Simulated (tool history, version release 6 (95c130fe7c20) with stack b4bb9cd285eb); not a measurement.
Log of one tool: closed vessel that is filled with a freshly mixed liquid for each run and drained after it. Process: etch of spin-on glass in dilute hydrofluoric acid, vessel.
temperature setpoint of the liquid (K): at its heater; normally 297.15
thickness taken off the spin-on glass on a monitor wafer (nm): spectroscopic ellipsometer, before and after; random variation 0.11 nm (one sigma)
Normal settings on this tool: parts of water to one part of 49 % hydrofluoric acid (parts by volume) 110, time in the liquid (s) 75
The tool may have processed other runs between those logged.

run,hour,temperature setpoint of the liquid (K),parts of water to one part of 49 % hydrofluoric acid (parts by volume),time in the liquid (s),wafers since the last listed run,hours since the thermometer was replaced,hours since the hydrofluoric acid flow meter was replaced,hours since the gauge calibration,"read-back film thickness of the spin-on glass reference wafer, read on the same gauge (nm)",thickness taken off the spin-on glass on a monitor wafer (nm)
1,0,294.15,110,75,0,1756.5,2076.9,28.5,129.95,28.07
2,12.6,294.15,110,75,1770,1769.1,2089.5,41.1,129.97,27.87
3,21.2,294.15,110,75,1208,1777.7,2098.1,49.7,130,28.06
4,36.2,297.15,110,75,2107,1792.7,2113.1,64.7,130.02,31.18
5,47,297.15,110,75,1517,1803.5,2123.9,75.5,129.95,31.56
6,59.7,297.15,110,75,1784,1816.2,2136.6,88.2,129.94,31.55
7,73.3,297.15,110,75,1910,1829.8,2150.2,101.8,130.02,31.52
8,80.6,297.15,110,75,1025,1837.1,2157.5,109.1,130,31.57
9,94,297.15,110,75,1882,1850.5,2170.9,122.5,129.99,31.5
10,109.2,297.15,110,75,2135,1865.7,2186.1,137.7,130.01,31.65
11,118.1,297.15,110,95,1250,1874.6,2195,146.6,130.02,40.13
12,135,297.15,110,75,2374,1891.5,2211.9,163.5,129.99,31.62
13,150.6,301.15,70,110,2191,1907.1,2227.5,179.1,129.99,90.05
# hour 158.6: hydrofluoric acid flow meter replaced
14,164,299.65,95,90,1742,1920.5,5.4,192.5,130.03,49.35
15,174.1,297.15,110,75,1419,1930.6,15.5,202.6,129.99,31.75
16,187.9,295.15,135,35,1939,1944.4,29.3,216.4,130.02,10.83
17,199.4,301.15,160,85,1615,1955.9,40.8,227.9,130.05,26.78
# hour 216.2: gauge calibrated
18,217.3,297.15,110,75,2515,1973.8,58.7,1.1,130.03,31.96
# hour 221.1: thermometer replaced
19,231.8,292.65,80,115,1896,10.7,73.2,15.6,130.04,52.9
20,239.9,297.15,110,105,1138,18.8,81.3,23.7,129.98,40.51
21,254.8,294.15,110,75,2093,33.7,96.2,38.6,129.97,25.9
22,262.4,301.15,130,95,1067,41.3,103.8,46.2,130.01,35.29
23,272.6,294.15,155,75,1433,51.5,114,56.4,130.02,17.45
24,283.7,299.65,110,75,1559,62.6,125.1,67.5,129.97,32.01
25,292.5,297.15,90,100,1236,71.4,133.9,76.3,129.97,48.37

What differs in the tool's unlogged condition from the final listed run ahead of each entry between runs to the first listed run following it?
Runs 13 to 14: hydrofluoric acid flow meter replaced (hour 158.6)
  liquid hotter than its thermometer reads (K): 2.29 -> 2.31
  the result without the hidden state subtracted from the measured one, thickness taken off the spin-on glass on a monitor wafer (nm): +7.66 -> +4.19
Runs 17 to 18: gauge calibrated (hour 216.2)
  liquid hotter than its thermometer reads (K): 2.34 -> 2.36
  the result without the hidden state subtracted from the measured one, thickness taken off the spin-on glass on a monitor wafer (nm): +2.16 -> +2.8
Runs 18 to 19: thermometer replaced (hour 221.1)
  liquid hotter than its thermometer reads (K): 2.36 -> 0.1
  the result without the hidden state subtracted from the measured one, thickness taken off the spin-on glass on a monitor wafer (nm): +2.8 -> +0.22
